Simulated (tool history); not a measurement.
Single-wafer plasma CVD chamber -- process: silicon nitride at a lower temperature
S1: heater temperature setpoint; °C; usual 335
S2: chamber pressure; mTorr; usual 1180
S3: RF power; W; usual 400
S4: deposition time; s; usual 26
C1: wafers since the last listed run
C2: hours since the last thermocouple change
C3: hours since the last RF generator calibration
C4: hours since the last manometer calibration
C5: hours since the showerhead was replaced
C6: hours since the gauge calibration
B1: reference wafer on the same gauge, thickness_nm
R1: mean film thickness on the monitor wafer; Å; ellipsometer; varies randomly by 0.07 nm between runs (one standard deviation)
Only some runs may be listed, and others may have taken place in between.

{"run": 1, "day": 0.0, "S1": 335, "S2": 1180, "S3": 360, "S4": 26, "C1": 0, "C2": 1094.7, "C3": 63.5, "C4": 151.7, "C5": 2121.4, "C6": 2626.3, "B1": 29.798, "R1": 312.39}
{"run": 2, "day": 2.112, "S1": 335, "S2": 1180, "S3": 400, "S4": 26, "C1": 561, "C2": 1145.4, "C3": 114.2, "C4": 202.4, "C5": 2172.1, "C6": 2677, "B1": 29.803, "R1": 324.51}
{"run": 3, "day": 5.333, "S1": 335, "S2": 1180, "S3": 400, "S4": 26, "C1": 855, "C2": 1222.7, "C3": 191.5, "C4": 279.7, "C5": 2249.4, "C6": 2754.3, "B1": 29.789, "R1": 324.48}
{"run": 4, "day": 9.133, "S1": 335, "S2": 1180, "S3": 400, "S4": 26, "C1": 1009, "C2": 1313.9, "C3": 282.7, "C4": 370.9, "C5": 2340.6, "C6": 2845.5, "B1": 29.792, "R1": 322.69}
{"run": 5, "day": 12.988, "S1": 335, "S2": 1180, "S3": 400, "S4": 26, "C1": 1023, "C2": 1406.4, "C3": 375.2, "C4": 463.4, "C5": 2433.1, "C6": 2938, "B1": 29.796, "R1": 325.88}
{"day": 15.088, "done": "gauge calibrated"}
{"run": 6, "day": 15.542, "S1": 345, "S2": 1180, "S3": 400, "S4": 26, "C1": 678, "C2": 1467.7, "C3": 436.5, "C4": 524.7, "C5": 2494.4, "C6": 10.9, "B1": 29.797, "R1": 322.61}
{"day": 17.875, "done": "capacitance manometer re-zeroed and calibrated, repeated, since the last time left the tool worse"}
{"run": 7, "day": 18.483, "S1": 335, "S2": 1180, "S3": 415, "S4": 26, "C1": 692, "C2": 1538.3, "C3": 507.1, "C4": 14.6, "C5": 2565, "C6": 81.5, "B1": 29.795, "R1": 334.62}
{"run": 8, "day": 21.504, "S1": 335, "S2": 1180, "S3": 415, "S4": 26, "C1": 802, "C2": 1610.8, "C3": 579.6, "C4": 87.1, "C5": 2637.5, "C6": 154, "B1": 29.805, "R1": 334.34}
{"run": 9, "day": 24.108, "S1": 335, "S2": 1180, "S3": 350, "S4": 26, "C1": 691, "C2": 1673.3, "C3": 642.1, "C4": 149.6, "C5": 2700, "C6": 216.5, "B1": 29.79, "R1": 313.3}
{"day": 26.388, "done": "showerhead replaced"}
{"run": 10, "day": 28.508, "S1": 328, "S2": 1180, "S3": 400, "S4": 26, "C1": 1079, "C2": 1778.9, "C3": 747.7, "C4": 255.2, "C5": 50.9, "C6": 322.1, "B1": 29.805, "R1": 330.05}
{"run": 11, "day": 30.454, "S1": 321, "S2": 1180, "S3": 475, "S4": 26, "C1": 516, "C2": 1825.6, "C3": 794.4, "C4": 301.9, "C5": 97.6, "C6": 368.8, "B1": 29.796, "R1": 353.18}
{"run": 12, "day": 31.988, "S1": 335, "S2": 1180, "S3": 465, "S4": 26, "C1": 407, "C2": 1862.4, "C3": 831.2, "C4": 338.7, "C5": 134.4, "C6": 405.6, "B1": 29.796, "R1": 347.85}
{"day": 36.225, "done": "RF generator calibrated"}
{"day": 36.233, "done": "thermocouple changed; heater temperature recalibrated"}
{"run": 13, "day": 36.254, "S1": 335, "S2": 1180, "S3": 400, "S4": 26, "C1": 1042, "C2": 0.5, "C3": 0.7, "C4": 441.1, "C5": 236.8, "C6": 508, "B1": 29.8, "R1": 329.34}
{"run": 14, "day": 38.471, "S1": 335, "S2": 1180, "S3": 400, "S4": 26, "C1": 588, "C2": 53.7, "C3": 53.9, "C4": 494.3, "C5": 290, "C6": 561.2, "B1": 29.801, "R1": 328.79}
{"run": 15, "day": 39.975, "S1": 342, "S2": 1340, "S3": 400, "S4": 26, "C1": 399, "C2": 89.8, "C3": 90, "C4": 530.4, "C5": 326.1, "C6": 597.3, "B1": 29.796, "R1": 334.82}
{"run": 16, "day": 42.892, "S1": 335, "S2": 1440, "S3": 330, "S4": 23.5, "C1": 774, "C2": 159.8, "C3": 160, "C4": 600.4, "C5": 396.1, "C6": 667.3, "B1": 29.799, "R1": 288.41}
{"run": 17, "day": 46.304, "S1": 322, "S2": 1180, "S3": 400, "S4": 29.9, "C1": 906, "C2": 241.7, "C3": 241.9, "C4": 682.3, "C5": 478, "C6": 749.2, "B1": 29.797, "R1": 378.69}
{"run": 18, "day": 50.804, "S1": 335, "S2": 1180, "S3": 350, "S4": 21.9, "C1": 1195, "C2": 349.7, "C3": 349.9, "C4": 790.3, "C5": 586, "C6": 857.2, "B1": 29.779, "R1": 263.47}
{"run": 19, "day": 52.908, "S1": 335, "S2": 1180, "S3": 400, "S4": 26, "C1": 558, "C2": 400.2, "C3": 400.4, "C4": 840.8, "C5": 636.5, "C6": 907.7, "B1": 29.8, "R1": 329.81}
{"run": 20, "day": 55.067, "S1": 347, "S2": 1010, "S3": 440, "S4": 30.4, "C1": 573, "C2": 452, "C3": 452.2, "C4": 892.6, "C5": 688.3, "C6": 959.5, "B1": 29.817, "R1": 384.43}
{"run": 21, "day": 56.821, "S1": 335, "S2": 1180, "S3": 400, "S4": 26, "C1": 465, "C2": 494.1, "C3": 494.3, "C4": 934.7, "C5": 730.4, "C6": 1001.6, "B1": 29.795, "R1": 327.73}
{"run": 22, "day": 61.179, "S1": 335, "S2": 1180, "S3": 400, "S4": 26, "C1": 1157, "C2": 598.7, "C3": 598.9, "C4": 1039.3, "C5": 835, "C6": 1106.2, "B1": 29.799, "R1": 327.54}
{"run": 23, "day": 65.092, "S1": 325, "S2": 1180, "S3": 400, "S4": 28.6, "C1": 1039, "C2": 692.6, "C3": 692.8, "C4": 1133.2, "C5": 928.9, "C6": 1200.1, "B1": 29.801, "R1": 361.87}
{"run": 24, "day": 68.696, "S1": 335, "S2": 1400, "S3": 380, "S4": 29.2, "C1": 957, "C2": 779.1, "C3": 779.3, "C4": 1219.7, "C5": 1015.4, "C6": 1286.6, "B1": 29.789, "R1": 372.98}
{"run": 25, "day": 72.408, "S1": 335, "S2": 1180, "S3": 430, "S4": 27.4, "C1": 985, "C2": 868.2, "C3": 868.4, "C4": 1308.8, "C5": 1104.5, "C6": 1375.7, "B1": 29.797, "R1": 355.58}
{"day": 73.0, "done": "RF generator calibrated"}
{"run": 26, "day": 75.804, "S1": 335, "S2": 1010, "S3": 400, "S4": 26, "C1": 813, "C2": 949.7, "C3": 67.3, "C4": 1390.3, "C5": 1186, "C6": 1457.2, "B1": 29.805, "R1": 318.53}
{"run": 27, "day": 80.108, "S1": 340, "S2": 1180, "S3": 480, "S4": 26, "C1": 1143, "C2": 1053, "C3": 170.6, "C4": 1493.6, "C5": 1289.3, "C6": 1560.5, "B1": 29.811, "R1": 349.7}
{"day": 83.038, "done": "capacitance manometer re-zeroed and calibrated"}
{"run": 28, "day": 83.058, "S1": 321, "S2": 1180, "S3": 475, "S4": 26, "C1": 694, "C2": 1123.8, "C3": 241.4, "C4": 0.5, "C5": 1360.1, "C6": 1631.3, "B1": 29.806, "R1": 354.51}

4 options for the next run, each taken on its own from the tool as it stands now. Forecast them:
{"run": "A", "day": 83.075, "S1": 335, "S2": 1180, "S3": 400, "S4": 26, "C1": 4, "C2": 1124.2, "C3": 241.8, "C4": 0.9, "C5": 1360.5, "C6": 1631.7, "B1": "?", "R1": "?"}
{"run": "B", "day": 83.075, "S1": 335, "S2": 1450, "S3": 420, "S4": 26, "C1": 4, "C2": 1124.2, "C3": 241.8, "C4": 0.9, "C5": 1360.5, "C6": 1631.7, "B1": "?", "R1": "?"}
{"run": "C", "day": 83.075, "S1": 335, "S2": 1360, "S3": 425, "S4": 31.2, "C1": 4, "C2": 1124.2, "C3": 241.8, "C4": 0.9, "C5": 1360.5, "C6": 1631.7, "B1": "?", "R1": "?"}
{"run": "D", "day": 83.075, "S1": 322, "S2": 1180, "S3": 325, "S4": 29.8, "C1": 4, "C2": 1124.2, "C3": 241.8, "C4": 0.9, "C5": 1360.5, "C6": 1631.7, "B1": "?", "R1": "?"}

run=A B1=29.792 R1=330.69
run=B B1=29.792 R1=349.73
run=C B1=29.792 R1=416.21
run=D B1=29.792 R1=353.25
The same runs, with their run-to-run variation unchanged, on a tool lacking any hidden condition would have given:
run=A R1=330.43
run=B R1=349.45
run=C R1=415.88
run=D R1=352.97
